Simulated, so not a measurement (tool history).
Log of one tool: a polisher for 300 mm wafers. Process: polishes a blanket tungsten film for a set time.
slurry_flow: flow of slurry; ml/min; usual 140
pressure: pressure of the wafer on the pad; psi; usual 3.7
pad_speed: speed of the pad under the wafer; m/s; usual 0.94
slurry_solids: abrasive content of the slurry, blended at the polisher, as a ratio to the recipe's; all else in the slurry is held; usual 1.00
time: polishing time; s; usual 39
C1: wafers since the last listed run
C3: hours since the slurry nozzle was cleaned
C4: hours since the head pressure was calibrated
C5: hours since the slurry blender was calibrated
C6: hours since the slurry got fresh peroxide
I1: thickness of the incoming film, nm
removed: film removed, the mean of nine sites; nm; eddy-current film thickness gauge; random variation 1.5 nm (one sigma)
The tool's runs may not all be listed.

Run 1, hour 0.0: usual settings; C1 0; wafers polished on this pad 2488; C3 34.3; C4 163.2; C5 154.4; C6 58.2; I1 1094.5. Result: removed 159.2 nm.
Run 2, hour 17.5: usual settings but slurry_flow 165 ml/min; C1 268; wafers polished on this pad 2757; C3 51.8; C4 180.7; C5 171.9; C6 75.7; I1 1097.2. Result: removed 163.6 nm.
Run 3, hour 35.9: usual settings but pad_speed 1.26 m/s, slurry_solids 1.30, time 45 s; C1 281; wafers polished on this pad 3038; C3 70.2; C4 199.1; C5 190.3; C6 94.1; I1 1076.8. Result: removed 241.8 nm.
Run 4, hour 60.1: usual settings but slurry_flow 100 ml/min, slurry_solids 0.80; C1 370; wafers polished on this pad 3409; C3 94.4; C4 223.3; C5 214.5; C6 118.3; I1 1096.9. Result: removed 141.4 nm.
At hour 70.6: worn pad replaced by a new one, of another model than before.
Run 5, hour 93.6: usual settings; C1 451; wafers polished on this pad 351; C3 127.9; C4 256.8; C5 248.0; C6 151.8; I1 1090.0. Result: removed 159.8 nm.
Run 6, hour 109.4: usual settings; C1 242; wafers polished on this pad 593; C3 143.7; C4 272.6; C5 263.8; C6 167.6; I1 1096.0. Result: removed 158.1 nm.
At hour 121.1: slurry blender recalibrated.
Run 7, hour 140.0: usual settings but pad_speed 1.12 m/s, slurry_solids 0.85; C1 438; wafers polished on this pad 1031; C3 174.3; C4 303.2; C5 18.9; C6 198.2; I1 1086.1. Result: removed 175.0 nm.
Run 8, hour 164.4: usual settings but pad_speed 1.24 m/s, slurry_solids 0.70; C1 373; wafers polished on this pad 1405; C3 198.7; C4 327.6; C5 43.3; C6 222.6; I1 1101.4. Result: removed 178.3 nm.
Run 9, hour 185.6: usual settings but slurry_flow 110 ml/min, time 44 s; C1 324; wafers polished on this pad 1730; C3 219.9; C4 348.8; C5 64.5; C6 243.8; I1 1098.8. Result: removed 176.9 nm.
At hour 203.9: slurry tank refilled with fresh slurry and peroxide.
Run 10, hour 210.0: usual settings; C1 358; wafers polished on this pad 2089; C3 244.3; C4 373.2; C5 88.9; C6 6.1; I1 1068.9. Result: removed 163.3 nm.
Run 11, hour 241.6: usual settings but pressure 3.1 psi, time 49 s; C1 484; wafers polished on this pad 2573; C3 275.9; C4 404.8; C5 120.5; C6 37.7; I1 1086.4. Result: removed 166.5 nm.
Run 12, hour 257.8: usual settings but slurry_flow 105 ml/min, pressure 2.9 psi, pad_speed 0.82 m/s; C1 248; wafers polished on this pad 2821; C3 292.1; C4 421.0; C5 136.7; C6 53.9; I1 1070.8. Result: removed 113.3 nm.
Run 13, hour 278.2: usual settings but pressure 4.5 psi; C1 312; wafers polished on this pad 3133; C3 312.5; C4 441.4; C5 157.1; C6 74.3; I1 1107.7. Result: removed 195.3 nm.
At hour 290.7: worn pad replaced by a new one.
Run 14, hour 293.0: usual settings but slurry_flow 115 ml/min, pressure 2.5 psi, pad_speed 1.06 m/s; C1 165; wafers polished on this pad 34; C3 327.3; C4 456.2; C5 171.9; C6 89.1; I1 1105.6. Result: removed 110.6 nm.
Run 15, hour 326.0: usual settings but slurry_flow 155 ml/min, time 52 s; C1 505; wafers polished on this pad 540; C3 360.3; C4 489.2; C5 204.9; C6 122.1; I1 1091.9. Result: removed 215.1 nm.
Run 16, hour 354.7: usual settings but pad_speed 0.76 m/s, time 32 s; C1 439; wafers polished on this pad 980; C3 389.0; C4 517.9; C5 233.6; C6 150.8; I1 1107.6. Result: removed 118.0 nm.
Run 17, hour 370.0: usual settings; C1 234; wafers polished on this pad 1214; C3 404.3; C4 533.2; C5 248.9; C6 166.1; I1 1077.9. Result: removed 154.3 nm.
At hour 377.8: slurry blender recalibrated.
Run 18, hour 430.5: usual settings but pressure 2.5 psi, time 44 s; C1 896; wafers polished on this pad 2110; C3 464.8; C4 593.7; C5 52.7; C6 226.6; I1 1088.8. Result: removed 126.4 nm.
At hour 453.2: head pressure recalibrated.
Run 19, hour 453.6: usual settings but slurry_flow 165 ml/min, pressure 4.5 psi, pad_speed 1.08 m/s, slurry_solids 1.30; C1 323; wafers polished on this pad 2433; C3 487.9; C4 0.4; C5 75.8; C6 249.7; I1 1087.2. Result: removed 226.7 nm.
At hour 458.8: slurry tank refilled with fresh slurry and peroxide.
At hour 470.2: slurry nozzle cleaned.
Run 20, hour 482.1: usual settings but pad_speed 1.26 m/s, slurry_solids 1.20; C1 405; wafers polished on this pad 2839; C3 11.9; C4 28.9; C5 104.3; C6 23.3; I1 1072.3. Result: removed 189.6 nm.
At hour 507.3: worn pad replaced by a new one.
Run 21, hour 509.7: usual settings but slurry_flow 110 ml/min; C1 361; wafers polished on this pad 36; C3 39.5; C4 56.5; C5 131.9; C6 50.9; I1 1081.3. Result: removed 153.0 nm.
Run 22, hour 523.2: usual settings but slurry_flow 170 ml/min; C1 206; wafers polished on this pad 242; C3 53.0; C4 70.0; C5 145.4; C6 64.4; I1 1079.0. Result: removed 161.7 nm.
Run 23, hour 543.4: usual settings but pressure 3.4 psi, pad_speed 1.12 m/s; C1 309; wafers polished on this pad 552; C3 73.2; C4 90.2; C5 165.6; C6 84.6; I1 1075.7. Result: removed 159.6 nm.
Run 24, hour 578.5: usual settings but pressure 4.0 psi, time 35 s; C1 537; wafers polished on this pad 1090; C3 108.3; C4 125.3; C5 200.7; C6 119.7; I1 1100.5. Result: removed 152.4 nm.
Run 25, hour 599.0: usual settings but slurry_solids 1.30; C1 314; wafers polished on this pad 1404; C3 128.8; C4 145.8; C5 221.2; C6 140.2; I1 1090.0. Result: removed 163.1 nm.

Forecast each of these 5 alternatives for the next run:
Run A, hour 599.4: usual settings but pressure 4.1 psi; C1 6; wafers polished on this pad 1410; C3 129.2; C4 146.2; C5 221.6; C6 140.6; I1 1100.3. Result: removed ?.
Run B, hour 599.4: usual settings but slurry_flow 170 ml/min, pressure 4.2 psi, slurry_solids 0.85, time 44 s; C1 6; wafers polished on this pad 1410; C3 129.2; C4 146.2; C5 221.6; C6 140.6; I1 1100.3. Result: removed ?.
Run C, hour 599.4: usual settings but slurry_flow 165 ml/min, pressure 4.9 psi, pad_speed 0.80 m/s, time 25 s; C1 6; wafers polished on this pad 1410; C3 129.2; C4 146.2; C5 221.6; C6 140.6; I1 1100.3. Result: removed ?.
Run D, hour 599.4: usual settings but slurry_solids 1.20; C1 6; wafers polished on this pad 1410; C3 129.2; C4 146.2; C5 221.6; C6 140.6; I1 1100.3. Result: removed ?.
Run E, hour 599.4: usual settings but slurry_solids 1.15, time 29 s; C1 6; wafers polished on this pad 1410; C3 129.2; C4 146.2; C5 221.6; C6 140.6; I1 1100.3. Result: removed ?.

run  removed
  A    176.6
  B    204.3
  C    129.4
  D    163.9
  E    121.1
Without the tool's hidden state the same runs would have given:
run  removed
  A    187.3
  B    216.6
  C    137.2
  D    174.0
  E    128.5
